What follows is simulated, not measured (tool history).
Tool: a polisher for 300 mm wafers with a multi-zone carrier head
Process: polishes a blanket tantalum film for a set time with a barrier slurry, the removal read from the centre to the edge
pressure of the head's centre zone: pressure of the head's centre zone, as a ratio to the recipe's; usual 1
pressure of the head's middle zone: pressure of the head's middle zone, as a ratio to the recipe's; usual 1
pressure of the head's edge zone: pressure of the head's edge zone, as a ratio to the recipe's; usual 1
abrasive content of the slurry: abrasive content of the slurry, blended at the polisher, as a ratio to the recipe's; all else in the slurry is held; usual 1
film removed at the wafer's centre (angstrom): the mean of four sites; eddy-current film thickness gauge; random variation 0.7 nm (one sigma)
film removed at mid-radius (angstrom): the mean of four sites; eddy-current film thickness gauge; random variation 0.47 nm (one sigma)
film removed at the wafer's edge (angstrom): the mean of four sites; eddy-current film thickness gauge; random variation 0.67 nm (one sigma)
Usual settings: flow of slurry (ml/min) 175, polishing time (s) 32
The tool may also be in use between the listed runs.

run    hour  flow of slurry (ml/min)  pressure of the head's centre zone  pressure of the head's middle zone  pressure of the head's edge zone  abrasive content of the slurry  polishing time (s)  wafers since the last listed run  wafers polished on this pad  hours since the slurry nozzle was cleaned  hours since the centre zone pressure was calibrated  hours since the edge zone pressure was calibrated  hours since the carrier head's membrane was replaced  incoming thickness of the incoming film, nm  film removed at the wafer's centre (angstrom)  film removed at mid-radius (angstrom)  film removed at the wafer's edge (angstrom)
  1       0                      175                                   1                                   1                                 1                               1                  32                                 0                          513                                        3.7                                                209.5                                              861.8                                                1331.6                                          473                                            509                                    505                                          509
  2    70.1                      175                                   1                                   1                                 1                            0.75                  32                               730                         1244                                       73.8                                                279.6                                              931.9                                                1401.7                                          465                                            445                                    440                                          445
      110.7  -- edge zone pressure recalibrated
  3   141.8                      175                                   1                                   1                                 1                               1                  32                               726                         1971                                      145.5                                                351.3                                               31.1                                                1473.4                                          470                                            506                                    496                                          491
      166.8  -- centre zone pressure recalibrated
  4   198.2                      175                                   1                                   1                                 1                               1                  32                               567                         2538                                      201.9                                                 31.4                                               87.5                                                1529.8                                        464.5                                            497                                    491                                          507
  5     263                      175                                   1                                   1                                 1                               1                  32                               675                         3213                                      266.7                                                 96.2                                              152.3                                                1594.6                                        474.3                                            490                                    486                                          497
      325.5  -- slurry nozzle cleaned, repeated, since the last time left the tool worse
  6     328                      175                                   1                                   1                                 1                               1                  32                               667                         3880                                        2.5                                                161.2                                              217.3                                                1659.6                                        471.4                                            545                                    520                                          528
      390.3  -- worn pad replaced by a new one
  7   409.9                      175                                0.94                                   1                                 1                               1                  32                               812                          203                                       84.4                                                243.1                                              299.2                                                1741.5                                        474.3                                            510                                    528                                          535
  8     496                      175                                   1                                   1                                 1                               1                  32                               897                         1101                                      170.5                                                329.2                                              385.3                                                1827.6                                        471.7                                            530                                    531                                          537
  9   576.9                      175                                   1                                   1                                 1                               1                  32                               843                         1944                                      251.4                                                410.1                                              466.2                                                1908.5                                        465.1                                            539                                    519                                          534
      620.7  -- centre zone pressure recalibrated
      651.8  -- carrier head's membrane replaced by a new one
 10   669.4                      175                                   1                                   1                                 1                               1                  32                               891                         2836                                      343.9                                                 48.7                                              558.7                                                  17.6                                        474.8                                            526                                    519                                          516
 11   716.8                      205                                1.08                                   1                              0.94                             0.7                  32                               494                         3330                                      391.3                                                 96.1                                              606.1                                                    65                                        471.1                                            507                                    454                                          444
 12   765.1                      155                                1.09                                   1                                 1                               1                  32                               503                         3833                                      439.6                                                144.4                                              654.4                                                 113.3                                        471.6                                            564                                    514                                          518
 13   838.3                      135                                1.03                                1.05                              1.06                               1                  32                               763                         4596                                      512.8                                                217.6                                              727.6                                                 186.5                                        477.9                                            524                                    517                                          514
      883.8  -- worn pad replaced by a new one
      902.4  -- slurry nozzle cleaned
 14   910.4                      175                                   1                                   1                                 1                               1                  32                               699                          267                                          8                                                289.7                                              799.7                                                 258.6                                        466.5                                            547                                    538                                          532
 15   979.6                      130                                   1                                   1                              0.96                            0.75                  23                               721                          988                                       77.2                                                358.9                                              868.9                                                 327.8                                        476.1                                            336                                    327                                          323
 16  1082.7                      175                                   1                                1.08                                 1                            1.25                  27                              1074                         2063                                      180.3                                                  462                                                972                                                 430.9                                        478.3                                            488                                    511                                          474
     1091.9  -- centre zone pressure recalibrated
     1130.7  -- edge zone pressure recalibrated
 17  1190.5                      175                                   1                                   1                              0.88                               1                  42                              1082                         3145                                      288.1                                                 98.6                                               59.8                                                 538.7                                          467                                            710                                    680                                          646
     1282.3  -- worn pad replaced by a new one
 18  1282.8                      175                                   1                                   1                                 1                             1.1                  23                               920                            5                                      380.4                                                190.9                                              152.1                                                   631                                        472.4                                            396                                    390                                          386
 19  1321.8                      175                                   1                                   1                                 1                             0.8                  32                               406                          411                                      419.4                                                229.9                                              191.1                                                   670                                        467.9                                            484                                    482                                          480
       1388  -- slurry nozzle cleaned
 20    1410                      175                                   1                                   1                                 1                               1                  32                               909                         1321                                         22                                                318.1                                              279.3                                                 758.2                                        463.4                                            554                                    532                                          527
 21  1487.2                      175                                   1                                   1                                 1                               1                  32                               804                         2125                                       99.2                                                395.3                                              356.5                                                 835.4                                        470.2                                            552                                    523                                          525
     1512.4  -- centre zone pressure recalibrated
 22  1588.7                      155                                1.11                                   1                                 1                             0.8                  40                              1037                         3163                                      200.7                                                 76.3                                                458                                                 936.9                                        469.5                                            669                                    599                                          595

3 ways to go on from here, each from the tool as it stands after run 22. What would each give?
  A  1589.1                      175                                   1                                   1                              0.92                               1                  32                                 4                         3167                                      201.1                                                 76.7                                              458.4                                                 937.3                                        461.4                                              ?                                      ?                                            ?
  B  1589.1                      175                                 1.1                                0.89                                 1                               1                  38                                 4                         3167                                      201.1                                                 76.7                                              458.4                                                 937.3                                        461.4                                              ?                                      ?                                            ?
  C  1589.1                      175                                1.06                                   1                                 1                             1.1                  32                                 4                         3167                                      201.1                                                 76.7                                              458.4                                                 937.3                                        461.4                                              ?                                      ?                                            ?

run  film removed at the wafer's centre (angstrom)  film removed at mid-radius (angstrom)  film removed at the wafer's edge (angstrom)
  A                                            534                                    517                                          518
  B                                            698                                    557                                          640
  C                                            584                                    533                                          555
Without the tool's hidden state the same runs would have given:
run  film removed at the wafer's centre (angstrom)  film removed at mid-radius (angstrom)  film removed at the wafer's edge (angstrom)
  A                                            541                                    523                                          522
  B                                            707                                    563                                          646
  C                                            592                                    539                                          560

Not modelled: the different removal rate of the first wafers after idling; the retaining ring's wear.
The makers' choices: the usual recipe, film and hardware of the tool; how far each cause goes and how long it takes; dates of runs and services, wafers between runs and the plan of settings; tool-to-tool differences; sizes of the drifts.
